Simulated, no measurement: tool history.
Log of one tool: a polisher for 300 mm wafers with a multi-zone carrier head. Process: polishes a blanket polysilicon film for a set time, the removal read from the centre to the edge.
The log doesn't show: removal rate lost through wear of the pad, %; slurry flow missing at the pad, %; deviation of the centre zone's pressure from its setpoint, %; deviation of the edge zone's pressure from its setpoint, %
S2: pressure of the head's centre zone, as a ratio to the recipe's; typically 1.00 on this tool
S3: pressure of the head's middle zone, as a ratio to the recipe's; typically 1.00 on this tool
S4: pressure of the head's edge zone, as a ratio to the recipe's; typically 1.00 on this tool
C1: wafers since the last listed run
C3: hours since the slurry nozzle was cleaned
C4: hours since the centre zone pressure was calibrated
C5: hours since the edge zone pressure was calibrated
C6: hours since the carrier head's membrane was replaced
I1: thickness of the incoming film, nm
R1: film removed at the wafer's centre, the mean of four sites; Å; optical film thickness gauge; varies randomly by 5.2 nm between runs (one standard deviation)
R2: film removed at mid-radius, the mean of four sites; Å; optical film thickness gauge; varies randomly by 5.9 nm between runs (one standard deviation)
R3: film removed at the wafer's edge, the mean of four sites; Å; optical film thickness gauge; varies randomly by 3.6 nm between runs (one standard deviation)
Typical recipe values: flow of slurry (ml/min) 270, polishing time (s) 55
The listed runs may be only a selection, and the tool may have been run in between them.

{"run": 1, "hour": 0.0, "flow of slurry (ml/min)": 270, "S2": 1.0, "S3": 1.0, "S4": 1.0, "polishing time (s)": 55, "C1": 0, "wafers polished on this pad": 808, "C3": 375.6, "C4": 175.2, "C5": 1214.9, "C6": 761.5, "I1": 1139.0, "R1": 4512, "R2": 4565, "R3": 4604}
{"run": 2, "hour": 17.2, "flow of slurry (ml/min)": 270, "S2": 1.0, "S3": 1.0, "S4": 1.0, "polishing time (s)": 68, "C1": 146, "wafers polished on this pad": 954, "C3": 392.8, "C4": 192.4, "C5": 1232.1, "C6": 778.7, "I1": 1133.4, "R1": 5424, "R2": 5493, "R3": 5557}
{"run": 3, "hour": 47.2, "flow of slurry (ml/min)": 270, "S2": 1.0, "S3": 1.0, "S4": 1.0, "polishing time (s)": 68, "C1": 255, "wafers polished on this pad": 1209, "C3": 422.8, "C4": 222.4, "C5": 1262.1, "C6": 808.7, "I1": 1159.3, "R1": 5362, "R2": 5215, "R3": 5378}
{"hour": 68.4, "done": "worn pad replaced by a new one"}
{"run": 4, "hour": 68.9, "flow of slurry (ml/min)": 270, "S2": 1.0, "S3": 1.0, "S4": 1.0, "polishing time (s)": 68, "C1": 150, "wafers polished on this pad": 3, "C3": 444.5, "C4": 244.1, "C5": 1283.8, "C6": 830.4, "I1": 1148.6, "R1": 5861, "R2": 5894, "R3": 5904}
{"run": 5, "hour": 88.2, "flow of slurry (ml/min)": 270, "S2": 1.0, "S3": 1.0, "S4": 1.0, "polishing time (s)": 55, "C1": 164, "wafers polished on this pad": 167, "C3": 463.8, "C4": 263.4, "C5": 1303.1, "C6": 849.7, "I1": 1118.3, "R1": 4720, "R2": 4835, "R3": 4802}
{"hour": 162.5, "done": "carrier head's membrane replaced by a new one"}
{"run": 6, "hour": 183.3, "flow of slurry (ml/min)": 270, "S2": 1.0, "S3": 1.0, "S4": 1.0, "polishing time (s)": 55, "C1": 765, "wafers polished on this pad": 933, "C3": 558.9, "C4": 358.5, "C5": 1398.2, "C6": 20.8, "I1": 1155.5, "R1": 4487, "R2": 4458, "R3": 4517}
{"run": 7, "hour": 207.2, "flow of slurry (ml/min)": 270, "S2": 1.0, "S3": 1.0, "S4": 1.0, "polishing time (s)": 55, "C1": 203, "wafers polished on this pad": 1137, "C3": 582.8, "C4": 382.4, "C5": 1422.1, "C6": 44.7, "I1": 1118.4, "R1": 4335, "R2": 4429, "R3": 4341}
{"run": 8, "hour": 222.5, "flow of slurry (ml/min)": 270, "S2": 1.0, "S3": 1.0, "S4": 1.0, "polishing time (s)": 55, "C1": 130, "wafers polished on this pad": 1267, "C3": 598.1, "C4": 397.7, "C5": 1437.4, "C6": 60.0, "I1": 1150.3, "R1": 4278, "R2": 4278, "R3": 4233}
{"hour": 229.1, "done": "edge zone pressure recalibrated"}
{"hour": 233.7, "done": "worn pad replaced by a new one"}
{"run": 9, "hour": 318.6, "flow of slurry (ml/min)": 270, "S2": 1.0, "S3": 1.0, "S4": 1.0, "polishing time (s)": 55, "C1": 765, "wafers polished on this pad": 721, "C3": 694.2, "C4": 493.8, "C5": 89.5, "C6": 156.1, "I1": 1132.1, "R1": 4581, "R2": 4596, "R3": 4679}
{"run": 10, "hour": 341.0, "flow of slurry (ml/min)": 270, "S2": 1.0, "S3": 1.0, "S4": 1.0, "polishing time (s)": 55, "C1": 190, "wafers polished on this pad": 912, "C3": 716.6, "C4": 516.2, "C5": 111.9, "C6": 178.5, "I1": 1136.8, "R1": 4551, "R2": 4472, "R3": 4531}
{"hour": 351.1, "done": "slurry nozzle cleaned"}
{"run": 11, "hour": 361.9, "flow of slurry (ml/min)": 195, "S2": 1.12, "S3": 1.0, "S4": 1.0, "polishing time (s)": 55, "C1": 169, "wafers polished on this pad": 1081, "C3": 10.8, "C4": 537.1, "C5": 132.8, "C6": 199.4, "I1": 1134.1, "R1": 4725, "R2": 4197, "R3": 4396}
{"hour": 367.3, "done": "centre zone pressure recalibrated"}
{"hour": 373.7, "done": "worn pad replaced by a new one"}
{"run": 12, "hour": 377.7, "flow of slurry (ml/min)": 345, "S2": 1.0, "S3": 0.91, "S4": 1.1, "polishing time (s)": 39, "C1": 83, "wafers polished on this pad": 34, "C3": 26.6, "C4": 10.4, "C5": 148.6, "C6": 215.2, "I1": 1130.2, "R1": 3458, "R2": 3167, "R3": 3616}
{"run": 13, "hour": 407.0, "flow of slurry (ml/min)": 340, "S2": 1.0, "S3": 1.0, "S4": 0.92, "polishing time (s)": 55, "C1": 249, "wafers polished on this pad": 283, "C3": 55.9, "C4": 39.7, "C5": 177.9, "C6": 244.5, "I1": 1136.2, "R1": 4862, "R2": 4952, "R3": 4615}
{"run": 14, "hour": 436.1, "flow of slurry (ml/min)": 240, "S2": 0.93, "S3": 1.04, "S4": 1.0, "polishing time (s)": 38, "C1": 247, "wafers polished on this pad": 530, "C3": 85.0, "C4": 68.8, "C5": 207.0, "C6": 273.6, "I1": 1162.8, "R1": 2863, "R2": 3271, "R3": 3228}
{"run": 15, "hour": 458.4, "flow of slurry (ml/min)": 175, "S2": 1.04, "S3": 1.07, "S4": 1.0, "polishing time (s)": 55, "C1": 189, "wafers polished on this pad": 720, "C3": 107.3, "C4": 91.1, "C5": 229.3, "C6": 295.9, "I1": 1149.5, "R1": 4414, "R2": 4526, "R3": 4383}
{"run": 16, "hour": 478.6, "flow of slurry (ml/min)": 270, "S2": 1.0, "S3": 1.0, "S4": 1.0, "polishing time (s)": 55, "C1": 171, "wafers polished on this pad": 892, "C3": 127.5, "C4": 111.3, "C5": 249.5, "C6": 316.1, "I1": 1138.4, "R1": 4462, "R2": 4515, "R3": 4573}
{"hour": 506.5, "done": "worn pad replaced by a new one"}
{"run": 17, "hour": 507.0, "flow of slurry (ml/min)": 360, "S2": 1.1, "S3": 1.0, "S4": 1.04, "polishing time (s)": 55, "C1": 207, "wafers polished on this pad": 3, "C3": 155.9, "C4": 139.7, "C5": 277.9, "C6": 344.5, "I1": 1150.7, "R1": 5317, "R2": 4901, "R3": 4907}
{"run": 18, "hour": 534.7, "flow of slurry (ml/min)": 270, "S2": 1.0, "S3": 1.0, "S4": 0.94, "polishing time (s)": 66, "C1": 235, "wafers polished on this pad": 239, "C3": 183.6, "C4": 167.4, "C5": 305.6, "C6": 372.2, "I1": 1143.4, "R1": 5569, "R2": 5668, "R3": 5524}
{"run": 19, "hour": 549.6, "flow of slurry (ml/min)": 270, "S2": 1.0, "S3": 1.0, "S4": 1.1, "polishing time (s)": 55, "C1": 126, "wafers polished on this pad": 366, "C3": 198.5, "C4": 182.3, "C5": 320.5, "C6": 387.1, "I1": 1123.7, "R1": 4731, "R2": 4749, "R3": 4987}
{"run": 20, "hour": 580.7, "flow of slurry (ml/min)": 270, "S2": 1.0, "S3": 1.0, "S4": 1.0, "polishing time (s)": 55, "C1": 264, "wafers polished on this pad": 630, "C3": 229.6, "C4": 213.4, "C5": 351.6, "C6": 418.2, "I1": 1127.5, "R1": 4611, "R2": 4572, "R3": 4611}
{"run": 21, "hour": 593.2, "flow of slurry (ml/min)": 180, "S2": 1.07, "S3": 1.0, "S4": 1.0, "polishing time (s)": 55, "C1": 106, "wafers polished on this pad": 736, "C3": 242.1, "C4": 225.9, "C5": 364.1, "C6": 430.7, "I1": 1139.6, "R1": 4652, "R2": 4362, "R3": 4388}

5 ways to go on from here, each from the tool as it stands after run 21. What would each give?
{"run": "A", "hour": 593.6, "flow of slurry (ml/min)": 315, "S2": 1.0, "S3": 1.0, "S4": 1.0, "polishing time (s)": 55, "C1": 3, "wafers polished on this pad": 740, "C3": 242.5, "C4": 226.3, "C5": 364.5, "C6": 431.1, "I1": 1161.0, "R1": "?", "R2": "?", "R3": "?"}
{"run": "B", "hour": 593.6, "flow of slurry (ml/min)": 270, "S2": 1.1, "S3": 1.0, "S4": 0.96, "polishing time (s)": 71, "C1": 3, "wafers polished on this pad": 740, "C3": 242.5, "C4": 226.3, "C5": 364.5, "C6": 431.1, "I1": 1161.0, "R1": "?", "R2": "?", "R3": "?"}
{"run": "C", "hour": 593.6, "flow of slurry (ml/min)": 270, "S2": 1.03, "S3": 0.92, "S4": 1.05, "polishing time (s)": 69, "C1": 3, "wafers polished on this pad": 740, "C3": 242.5, "C4": 226.3, "C5": 364.5, "C6": 431.1, "I1": 1161.0, "R1": "?", "R2": "?", "R3": "?"}
{"run": "D", "hour": 593.6, "flow of slurry (ml/min)": 220, "S2": 0.96, "S3": 1.0, "S4": 1.0, "polishing time (s)": 47, "C1": 3, "wafers polished on this pad": 740, "C3": 242.5, "C4": 226.3, "C5": 364.5, "C6": 431.1, "I1": 1161.0, "R1": "?", "R2": "?", "R3": "?"}
{"run": "E", "hour": 593.6, "flow of slurry (ml/min)": 315, "S2": 1.0, "S3": 1.06, "S4": 1.0, "polishing time (s)": 47, "C1": 3, "wafers polished on this pad": 740, "C3": 242.5, "C4": 226.3, "C5": 364.5, "C6": 431.1, "I1": 1161.0, "R1": "?", "R2": "?", "R3": "?"}

run=A R1=4586 R2=4659 R3=4707
run=B R1=6407 R2=5921 R3=5890
run=C R1=5824 R2=5367 R3=5984
run=D R1=3600 R2=3829 R3=3905
run=E R1=3920 R2=4183 R3=4019
With the hidden condition removed and each run's random variation left untouched, the same runs would have given:
run=A R1=4817 R2=4895 R3=4945
run=B R1=6731 R2=6220 R3=6188
run=C R1=6118 R2=5638 R3=6287
run=D R1=3782 R2=4022 R3=4102
run=E R1=4118 R2=4395 R3=4222
